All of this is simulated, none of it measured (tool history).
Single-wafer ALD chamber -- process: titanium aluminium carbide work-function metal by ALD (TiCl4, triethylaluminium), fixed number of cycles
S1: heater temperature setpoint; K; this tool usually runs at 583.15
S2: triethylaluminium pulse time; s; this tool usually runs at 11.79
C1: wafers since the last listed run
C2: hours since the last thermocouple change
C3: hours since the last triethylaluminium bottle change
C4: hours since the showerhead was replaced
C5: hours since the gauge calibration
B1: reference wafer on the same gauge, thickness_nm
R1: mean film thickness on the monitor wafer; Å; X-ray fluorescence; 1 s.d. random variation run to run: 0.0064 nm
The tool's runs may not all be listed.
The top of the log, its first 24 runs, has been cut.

run,day,S1,S2,C1,C2,C3,C4,C5,B1,R1
25,84.742,577.15,14.73,781,2624.4,49.8,5126,455.4,2.332,19.78
# day 87.525: showerhead replaced
26,87.546,572.15,15.29,1023,2691.7,117.1,0.5,522.7,2.328,19.41
# day 89.079: thermocouple changed; heater temperature recalibrated
27,89.546,583.15,11.79,690,11.2,165.1,48.5,570.7,2.329,19.55
28,94.025,583.15,11.79,1854,118.7,272.6,156,678.2,2.332,19.73
29,96.162,573.15,10.24,885,170,323.9,207.3,729.5,2.33,18.41
30,97.779,597.15,8.87,669,208.8,362.7,246.1,768.3,2.333,20.1
31,100.521,595.15,9.03,1135,274.6,428.5,311.9,834.1,2.331,20.02
# day 103.075: triethylaluminium bottle replaced
32,109.562,583.15,11.79,3606,491.6,155.7,528.9,1051.1,2.328,19.7
33,111.833,587.15,9.16,940,546.1,210.2,583.4,1105.6,2.329,19.43

Branching from run 33: 3 alternative next runs. What would each branch give?
A,111.85,583.15,11.79,6,546.5,210.6,583.8,1106,?,?
B,111.85,589.15,14.3,6,546.5,210.6,583.8,1106,?,?
C,111.85,574.15,8.87,6,546.5,210.6,583.8,1106,?,?

run,B1,R1
A,2.328,19.66
B,2.328,20.46
C,2.328,18.05
With no hidden state in the tool, these same runs would have given:
run,R1
A,19.65
B,20.44
C,18.04
